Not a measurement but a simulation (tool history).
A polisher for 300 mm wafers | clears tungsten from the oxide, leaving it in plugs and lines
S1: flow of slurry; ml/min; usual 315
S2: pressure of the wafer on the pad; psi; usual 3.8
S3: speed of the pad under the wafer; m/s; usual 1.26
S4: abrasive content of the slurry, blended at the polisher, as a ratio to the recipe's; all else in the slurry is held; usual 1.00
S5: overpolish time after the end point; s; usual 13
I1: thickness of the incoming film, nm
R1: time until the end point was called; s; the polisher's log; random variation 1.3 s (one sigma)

{"run": 1, "hour": 0.0, "S1": 350, "S2": 3.8, "S3": 1.26, "S4": 1.0, "S5": 13, "I1": 618.9, "R1": 88.4}
{"run": 2, "hour": 10.4, "S1": 255, "S2": 3.8, "S3": 1.38, "S4": 1.0, "S5": 13, "I1": 632.2, "R1": 83.5}
{"run": 3, "hour": 25.0, "S1": 315, "S2": 3.8, "S3": 1.26, "S4": 1.0, "S5": 13, "I1": 621.5, "R1": 88.1}
{"hour": 32.9, "done": "slurry tank refilled with fresh slurry and peroxide"}
{"run": 4, "hour": 40.4, "S1": 315, "S2": 3.8, "S3": 1.26, "S4": 1.0, "S5": 13, "I1": 613.6, "R1": 88.2}
{"run": 5, "hour": 47.1, "S1": 315, "S2": 3.8, "S3": 1.26, "S4": 1.0, "S5": 13, "I1": 627.1, "R1": 87.2}
{"run": 6, "hour": 63.0, "S1": 315, "S2": 3.8, "S3": 1.26, "S4": 1.0, "S5": 13, "I1": 619.8, "R1": 88.6}
{"run": 7, "hour": 74.0, "S1": 315, "S2": 3.8, "S3": 1.26, "S4": 1.0, "S5": 13, "I1": 618.9, "R1": 90.0}
{"run": 8, "hour": 81.8, "S1": 315, "S2": 3.8, "S3": 1.26, "S4": 1.0, "S5": 13, "I1": 626.0, "R1": 88.5}
{"run": 9, "hour": 89.6, "S1": 315, "S2": 3.8, "S3": 1.26, "S4": 1.0, "S5": 13, "I1": 622.8, "R1": 93.0}
{"run": 10, "hour": 106.6, "S1": 315, "S2": 3.8, "S3": 1.26, "S4": 1.0, "S5": 13, "I1": 619.6, "R1": 90.2}
{"hour": 119.4, "done": "slurry tank refilled with fresh slurry and peroxide"}
{"run": 11, "hour": 121.8, "S1": 315, "S2": 3.8, "S3": 1.26, "S4": 1.0, "S5": 13, "I1": 624.0, "R1": 95.4}
{"run": 12, "hour": 128.9, "S1": 240, "S2": 2.5, "S3": 1.26, "S4": 1.1, "S5": 19, "I1": 623.3, "R1": 128.4}
{"run": 13, "hour": 140.2, "S1": 255, "S2": 3.8, "S3": 1.38, "S4": 1.0, "S5": 13, "I1": 629.1, "R1": 92.3}
{"run": 14, "hour": 146.5, "S1": 315, "S2": 2.8, "S3": 1.52, "S4": 1.0, "S5": 13, "I1": 629.1, "R1": 102.2}
{"run": 15, "hour": 161.7, "S1": 315, "S2": 3.8, "S3": 1.6, "S4": 0.75, "S5": 20, "I1": 622.4, "R1": 80.8}
{"hour": 170.4, "done": "slurry nozzle cleaned"}
{"hour": 171.0, "done": "worn pad replaced by a new one"}
{"run": 16, "hour": 178.2, "S1": 255, "S2": 3.8, "S3": 1.38, "S4": 1.0, "S5": 13, "I1": 616.5, "R1": 82.1}
{"hour": 181.4, "done": "head pressure recalibrated"}
{"hour": 185.2, "done": "slurry blender recalibrated"}
{"hour": 188.0, "done": "slurry tank refilled with fresh slurry and peroxide"}
{"run": 17, "hour": 189.2, "S1": 345, "S2": 4.9, "S3": 1.26, "S4": 1.0, "S5": 13, "I1": 620.8, "R1": 73.8}
{"run": 18, "hour": 200.6, "S1": 315, "S2": 3.1, "S3": 1.1, "S4": 1.15, "S5": 17, "I1": 623.6, "R1": 113.8}
{"run": 19, "hour": 206.6, "S1": 315, "S2": 3.8, "S3": 1.26, "S4": 1.0, "S5": 20, "I1": 620.9, "R1": 88.0}
{"run": 20, "hour": 218.1, "S1": 315, "S2": 4.8, "S3": 1.26, "S4": 1.15, "S5": 16, "I1": 621.0, "R1": 73.5}
{"run": 21, "hour": 224.1, "S1": 315, "S2": 3.8, "S3": 1.26, "S4": 1.0, "S5": 13, "I1": 621.7, "R1": 90.0}
{"run": 22, "hour": 235.2, "S1": 260, "S2": 4.9, "S3": 0.98, "S4": 0.9, "S5": 13, "I1": 631.9, "R1": 102.0}
{"run": 23, "hour": 250.7, "S1": 315, "S2": 3.8, "S3": 1.68, "S4": 1.0, "S5": 13, "I1": 624.9, "R1": 68.5}

5 ways to go on from here, each from the tool as it stands after run 23. What would each give?
{"run": "A", "hour": 251.2, "S1": 315, "S2": 3.8, "S3": 1.26, "S4": 1.0, "S5": 13, "I1": 627.1, "R1": "?"}
{"run": "B", "hour": 251.2, "S1": 315, "S2": 4.4, "S3": 1.26, "S4": 1.0, "S5": 17, "I1": 627.1, "R1": "?"}
{"run": "C", "hour": 251.2, "S1": 315, "S2": 3.8, "S3": 1.26, "S4": 0.85, "S5": 17, "I1": 627.1, "R1": "?"}
{"run": "D", "hour": 251.2, "S1": 315, "S2": 3.1, "S3": 1.26, "S4": 1.0, "S5": 13, "I1": 627.1, "R1": "?"}
{"run": "E", "hour": 251.2, "S1": 240, "S2": 4.4, "S3": 1.6, "S4": 1.0, "S5": 13, "I1": 627.1, "R1": "?"}

run=A R1=90.7
run=B R1=81.4
run=C R1=93.1
run=D R1=104.6
run=E R1=65.6
Without the tool's hidden state the same runs would have given:
run=A R1=87.5
run=B R1=78.5
run=C R1=89.9
run=D R1=101.0
run=E R1=63.3
